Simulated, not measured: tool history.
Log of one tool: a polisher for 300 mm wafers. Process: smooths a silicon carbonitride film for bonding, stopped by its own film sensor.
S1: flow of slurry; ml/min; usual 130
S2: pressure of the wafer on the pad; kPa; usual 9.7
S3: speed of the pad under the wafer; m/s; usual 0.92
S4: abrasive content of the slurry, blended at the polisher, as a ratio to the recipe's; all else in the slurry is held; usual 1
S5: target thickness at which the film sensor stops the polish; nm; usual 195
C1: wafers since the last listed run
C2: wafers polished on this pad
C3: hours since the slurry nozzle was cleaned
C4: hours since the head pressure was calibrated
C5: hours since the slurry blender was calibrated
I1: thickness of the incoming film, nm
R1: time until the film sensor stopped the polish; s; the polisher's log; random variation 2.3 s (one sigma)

{"run": 1, "day": 0.0, "S1": 160, "S2": 9.7, "S3": 0.92, "S4": 1, "S5": 195, "C1": 0, "C2": 1396, "C3": 169.7, "C4": 1121.2, "C5": 236.7, "I1": 216.3, "R1": 119.9}
{"day": 0.233, "done": "worn pad replaced by a new one"}
{"run": 2, "day": 0.512, "S1": 160, "S2": 9.7, "S3": 0.92, "S4": 1, "S5": 195, "C1": 65, "C2": 53, "C3": 182, "C4": 1133.5, "C5": 249, "I1": 220.2, "R1": 142.8}
{"run": 3, "day": 1.158, "S1": 130, "S2": 9.7, "S3": 0.92, "S4": 1, "S5": 195, "C1": 122, "C2": 175, "C3": 197.5, "C4": 1149, "C5": 264.5, "I1": 216.6, "R1": 126}
{"run": 4, "day": 1.692, "S1": 130, "S2": 9.7, "S3": 0.92, "S4": 1, "S5": 195, "C1": 100, "C2": 276, "C3": 210.3, "C4": 1161.8, "C5": 277.3, "I1": 220.8, "R1": 148.8}
{"run": 5, "day": 2.388, "S1": 130, "S2": 9.7, "S3": 0.92, "S4": 1, "S5": 195, "C1": 131, "C2": 408, "C3": 227, "C4": 1178.5, "C5": 294, "I1": 221.6, "R1": 156.5}
{"run": 6, "day": 2.908, "S1": 110, "S2": 9.7, "S3": 1.04, "S4": 1, "S5": 195, "C1": 98, "C2": 506, "C3": 239.5, "C4": 1191, "C5": 306.5, "I1": 218.4, "R1": 131.7}
{"run": 7, "day": 3.475, "S1": 130, "S2": 9.7, "S3": 0.92, "S4": 1, "S5": 195, "C1": 107, "C2": 614, "C3": 253.1, "C4": 1204.6, "C5": 320.1, "I1": 217.7, "R1": 134.4}
{"run": 8, "day": 4.062, "S1": 130, "S2": 9.7, "S3": 0.92, "S4": 1, "S5": 195, "C1": 111, "C2": 725, "C3": 267.2, "C4": 1218.7, "C5": 334.2, "I1": 221.3, "R1": 156.5}
{"run": 9, "day": 4.371, "S1": 130, "S2": 9.7, "S3": 0.92, "S4": 1, "S5": 195, "C1": 58, "C2": 783, "C3": 274.6, "C4": 1226.1, "C5": 341.6, "I1": 221, "R1": 154.3}
{"run": 10, "day": 4.775, "S1": 130, "S2": 9.7, "S3": 0.92, "S4": 1, "S5": 195, "C1": 76, "C2": 860, "C3": 284.3, "C4": 1235.8, "C5": 351.3, "I1": 220.3, "R1": 152.7}
{"run": 11, "day": 5.946, "S1": 130, "S2": 9.7, "S3": 0.92, "S4": 1, "S5": 195, "C1": 221, "C2": 1082, "C3": 312.4, "C4": 1263.9, "C5": 379.4, "I1": 219.9, "R1": 150.8}
{"run": 12, "day": 6.254, "S1": 130, "S2": 11, "S3": 0.82, "S4": 1, "S5": 195, "C1": 58, "C2": 1140, "C3": 319.8, "C4": 1271.3, "C5": 386.8, "I1": 220, "R1": 147.9}
{"day": 6.783, "done": "worn pad replaced by a new one"}
{"run": 13, "day": 6.983, "S1": 130, "S2": 9.7, "S3": 0.92, "S4": 1, "S5": 195, "C1": 106, "C2": 37, "C3": 337.3, "C4": 1288.8, "C5": 404.3, "I1": 219.4, "R1": 152.1}
{"run": 14, "day": 7.442, "S1": 90, "S2": 11.7, "S3": 0.82, "S4": 0.85, "S5": 195, "C1": 86, "C2": 124, "C3": 348.3, "C4": 1299.8, "C5": 415.3, "I1": 223.4, "R1": 204.7}
{"day": 8.162, "done": "slurry blender recalibrated"}
{"run": 15, "day": 8.183, "S1": 160, "S2": 9.7, "S3": 0.68, "S4": 1.15, "S5": 192, "C1": 124, "C2": 249, "C3": 366.1, "C4": 1317.6, "C5": 0.5, "I1": 219.5, "R1": 182.3}
{"day": 8.767, "done": "head pressure recalibrated"}
{"run": 16, "day": 8.85, "S1": 90, "S2": 11, "S3": 1.1, "S4": 0.9, "S5": 195, "C1": 110, "C2": 359, "C3": 382.1, "C4": 2, "C5": 16.5, "I1": 221.4, "R1": 164.3}
{"run": 17, "day": 9.283, "S1": 130, "S2": 9.7, "S3": 0.74, "S4": 0.85, "S5": 190, "C1": 82, "C2": 441, "C3": 392.5, "C4": 12.4, "C5": 26.9, "I1": 222.5, "R1": 268.5}
{"day": 9.421, "done": "slurry nozzle cleaned"}
{"run": 18, "day": 9.742, "S1": 130, "S2": 9.7, "S3": 0.92, "S4": 1, "S5": 195, "C1": 78, "C2": 520, "C3": 7.7, "C4": 23.4, "C5": 37.9, "I1": 216.3, "R1": 123.9}
{"run": 19, "day": 10.238, "S1": 130, "S2": 9.7, "S3": 1.2, "S4": 1, "S5": 195, "C1": 93, "C2": 614, "C3": 19.6, "C4": 35.3, "C5": 49.8, "I1": 224, "R1": 139.7}
{"run": 20, "day": 10.775, "S1": 155, "S2": 11.7, "S3": 0.92, "S4": 1, "S5": 195, "C1": 101, "C2": 716, "C3": 32.5, "C4": 48.2, "C5": 62.7, "I1": 216.8, "R1": 103.8}
{"run": 21, "day": 11.279, "S1": 130, "S2": 9.7, "S3": 0.92, "S4": 1.15, "S5": 195, "C1": 95, "C2": 811, "C3": 44.6, "C4": 60.3, "C5": 74.8, "I1": 219.3, "R1": 129}
{"run": 22, "day": 11.862, "S1": 150, "S2": 6.9, "S3": 1.14, "S4": 1, "S5": 191, "C1": 110, "C2": 922, "C3": 58.6, "C4": 74.3, "C5": 88.8, "I1": 219, "R1": 178.7}
{"run": 23, "day": 12.358, "S1": 130, "S2": 9.7, "S3": 0.92, "S4": 1, "S5": 200, "C1": 93, "C2": 1015, "C3": 70.5, "C4": 86.2, "C5": 100.7, "I1": 218.4, "R1": 103.4}
{"day": 12.729, "done": "worn pad replaced by a new one"}
{"run": 24, "day": 12.854, "S1": 130, "S2": 9.7, "S3": 0.92, "S4": 0.8, "S5": 195, "C1": 62, "C2": 23, "C3": 82.4, "C4": 98.1, "C5": 112.6, "I1": 219.5, "R1": 166.7}
{"run": 25, "day": 13.35, "S1": 85, "S2": 12.4, "S3": 1.14, "S4": 1.2, "S5": 195, "C1": 93, "C2": 117, "C3": 94.3, "C4": 110, "C5": 124.5, "I1": 216.4, "R1": 88.6}
{"run": 26, "day": 13.675, "S1": 130, "S2": 9.7, "S3": 0.92, "S4": 1, "S5": 195, "C1": 61, "C2": 179, "C3": 102.1, "C4": 117.8, "C5": 132.3, "I1": 220.5, "R1": 147.5}
{"run": 27, "day": 14.362, "S1": 130, "S2": 9.7, "S3": 0.92, "S4": 1, "S5": 195, "C1": 130, "C2": 309, "C3": 118.6, "C4": 134.3, "C5": 148.8, "I1": 221.9, "R1": 153.4}
{"run": 28, "day": 14.775, "S1": 130, "S2": 9.7, "S3": 0.92, "S4": 0.85, "S5": 195, "C1": 78, "C2": 387, "C3": 128.5, "C4": 144.2, "C5": 158.7, "I1": 219, "R1": 152.3}
{"run": 29, "day": 15.375, "S1": 130, "S2": 9.7, "S3": 0.92, "S4": 0.9, "S5": 204, "C1": 113, "C2": 501, "C3": 142.9, "C4": 158.6, "C5": 173.1, "I1": 224.1, "R1": 123.5}
{"run": 30, "day": 15.75, "S1": 130, "S2": 9.7, "S3": 0.92, "S4": 1, "S5": 195, "C1": 71, "C2": 572, "C3": 151.9, "C4": 167.6, "C5": 182.1, "I1": 221.1, "R1": 148.6}

How the hidden state differs across the entries between the runs, from the last listed run before each to the first after it:
Between runs 1 and 2: worn pad replaced by a new one (day 0.233)
  slurry flow missing at the pad, %: 8.25 -> 9.13
  measured less the result without the state, R1: +1.9 -> +2.5 s
Between runs 12 and 13: worn pad replaced by a new one (day 6.783)
  slurry flow missing at the pad, %: 23.3 -> 25.7
  measured less the result without the state, R1: +9.6 -> +11.1 s
Between runs 14 and 15: slurry blender recalibrated (day 8.162)
  slurry flow missing at the pad, %: 27.2 -> 29.8
  measured less the result without the state, R1: +22.6 -> +13.4 s
Between runs 15 and 16: head pressure recalibrated (day 8.767)
  slurry flow missing at the pad, %: 29.8 -> 32.3
  measured less the result without the state, R1: +13.4 -> +22.9 s
Between runs 17 and 18: slurry nozzle cleaned (day 9.421)
  slurry flow missing at the pad, %: 33.9 -> 1.94
  measured less the result without the state, R1: +28.8 -> +0.5 s
Between runs 23 and 24: worn pad replaced by a new one (day 12.729)
  slurry flow missing at the pad, %: 2.95 -> 3.32
  measured less the result without the state, R1: +0.7 -> +1.2 s
